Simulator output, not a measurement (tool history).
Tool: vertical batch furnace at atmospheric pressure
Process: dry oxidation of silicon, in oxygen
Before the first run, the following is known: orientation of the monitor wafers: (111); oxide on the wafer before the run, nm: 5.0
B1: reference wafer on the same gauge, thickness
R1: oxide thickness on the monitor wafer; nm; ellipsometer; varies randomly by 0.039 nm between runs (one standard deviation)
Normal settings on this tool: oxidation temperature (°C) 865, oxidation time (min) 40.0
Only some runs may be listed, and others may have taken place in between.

{"run": 1, "hour": 0.0, "oxidation temperature (°C)": 865, "oxidation time (min)": 40.0, "B1": 17.4, "R1": 18.73}
{"run": 2, "hour": 84.4, "oxidation temperature (°C)": 865, "oxidation time (min)": 40.0, "B1": 17.4, "R1": 18.73}
{"run": 3, "hour": 131.3, "oxidation temperature (°C)": 865, "oxidation time (min)": 40.0, "B1": 17.4, "R1": 18.79}
{"run": 4, "hour": 200.4, "oxidation temperature (°C)": 865, "oxidation time (min)": 40.0, "B1": 17.4, "R1": 18.74}
{"run": 5, "hour": 238.0, "oxidation temperature (°C)": 865, "oxidation time (min)": 40.0, "B1": 17.4, "R1": 18.87}
{"run": 6, "hour": 298.4, "oxidation temperature (°C)": 865, "oxidation time (min)": 40.0, "B1": 17.39, "R1": 18.78}
{"run": 7, "hour": 403.4, "oxidation temperature (°C)": 849, "oxidation time (min)": 40.0, "B1": 17.39, "R1": 16.25}
{"run": 8, "hour": 457.2, "oxidation temperature (°C)": 865, "oxidation time (min)": 40.0, "B1": 17.4, "R1": 18.75}
{"run": 9, "hour": 496.0, "oxidation temperature (°C)": 865, "oxidation time (min)": 40.0, "B1": 17.41, "R1": 18.71}
{"run": 10, "hour": 595.1, "oxidation temperature (°C)": 865, "oxidation time (min)": 40.0, "B1": 17.4, "R1": 18.78}
{"run": 11, "hour": 701.2, "oxidation temperature (°C)": 884, "oxidation time (min)": 40.0, "B1": 17.41, "R1": 22.27}
{"run": 12, "hour": 746.9, "oxidation temperature (°C)": 884, "oxidation time (min)": 40.0, "B1": 17.4, "R1": 22.22}
{"run": 13, "hour": 796.1, "oxidation temperature (°C)": 865, "oxidation time (min)": 40.0, "B1": 17.4, "R1": 18.76}
{"hour": 864.1, "done": "thermocouples replaced and temperature profile calibrated"}
{"run": 14, "hour": 884.1, "oxidation temperature (°C)": 865, "oxidation time (min)": 25.0, "B1": 17.41, "R1": 14.41}
{"hour": 977.2, "done": "boat lift adjusted"}
{"run": 15, "hour": 977.7, "oxidation temperature (°C)": 881, "oxidation time (min)": 40.0, "B1": 17.39, "R1": 21.96}
{"run": 16, "hour": 1219.2, "oxidation temperature (°C)": 871, "oxidation time (min)": 59.0, "B1": 17.4, "R1": 25.39}
{"run": 17, "hour": 1296.5, "oxidation temperature (°C)": 855, "oxidation time (min)": 47.0, "B1": 17.4, "R1": 19.01}
{"run": 18, "hour": 1391.2, "oxidation temperature (°C)": 865, "oxidation time (min)": 40.0, "B1": 17.41, "R1": 18.98}
{"run": 19, "hour": 1470.0, "oxidation temperature (°C)": 881, "oxidation time (min)": 45.5, "B1": 17.4, "R1": 23.74}
{"hour": 1504.4, "done": "gauge calibrated"}
{"run": 20, "hour": 1519.1, "oxidation temperature (°C)": 851, "oxidation time (min)": 58.0, "B1": 17.4, "R1": 20.75}
{"run": 21, "hour": 1577.8, "oxidation temperature (°C)": 871, "oxidation time (min)": 59.0, "B1": 17.4, "R1": 25.26}
{"run": 22, "hour": 1625.1, "oxidation temperature (°C)": 865, "oxidation time (min)": 40.0, "B1": 17.4, "R1": 18.94}

The next listed run, before its measurement:
{"run": 23, "hour": 1728.1, "oxidation temperature (°C)": 878, "oxidation time (min)": 59.5, "B1": "?", "R1": "?"}

{"run 23": {"B1": 17.39, "R1": 27.2}}
Minus the tool's unlogged condition, the same run would have read R1 27.31 nm.
